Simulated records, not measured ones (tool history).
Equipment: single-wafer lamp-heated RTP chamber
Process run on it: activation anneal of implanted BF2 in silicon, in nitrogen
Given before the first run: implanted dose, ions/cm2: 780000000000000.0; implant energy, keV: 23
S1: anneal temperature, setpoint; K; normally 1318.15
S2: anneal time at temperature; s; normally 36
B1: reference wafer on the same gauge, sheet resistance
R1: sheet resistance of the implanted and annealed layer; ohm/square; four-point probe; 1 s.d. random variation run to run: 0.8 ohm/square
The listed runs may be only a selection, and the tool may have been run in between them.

run,hour,S1,S2,B1,R1
1,0.0,1318.15,36,189.87,166.67
# hour 53.9: gauge calibrated
2,61.9,1318.15,36,190.05,166.79
3,153.2,1318.15,36,190.20,163.84
4,203.0,1318.15,36,189.90,163.70
# hour 216.5: pyrometer window cleaned and pyrometer calibrated
5,300.3,1318.15,36,189.94,168.19
6,341.2,1318.15,29,189.88,171.64
# hour 367.9: reflector plate cleaned
# hour 513.4: pyrometer window cleaned and pyrometer calibrated
7,635.3,1318.15,36,189.94,166.59
8,704.6,1318.15,36,190.03,164.28
9,802.1,1318.15,36,189.98,163.57
# hour 819.5: pyrometer window cleaned and pyrometer calibrated
10,866.3,1290.15,44,190.01,175.70
11,916.9,1318.15,49,190.20,162.95
# hour 925.3: gauge calibrated
# hour 958.1: reflector plate cleaned
12,969.6,1318.15,36,190.02,166.44
13,1029.0,1318.15,36,189.96,166.02
14,1086.7,1332.15,27,190.00,162.18
# hour 1130.5: pyrometer window cleaned and pyrometer calibrated
15,1153.7,1296.15,17,189.99,187.20
16,1199.6,1294.15,36,189.98,175.68
17,1268.5,1336.15,36,190.00,160.23
18,1353.1,1326.15,36,190.12,163.00

Here are 4 independent what-if runs from the current tool condition. What would each one return?
A,1353.5,1318.15,36,?,?
B,1353.5,1328.15,23,?,?
C,1353.5,1300.15,49,?,?
D,1353.5,1307.15,48,?,?

run,B1,R1
A,190.07,163.81
B,190.07,165.06
C,190.07,165.97
D,190.07,163.88
Had the tool no hidden state, the same runs would have come out as:
run,R1
A,167.33
B,168.78
C,170.23
D,167.60
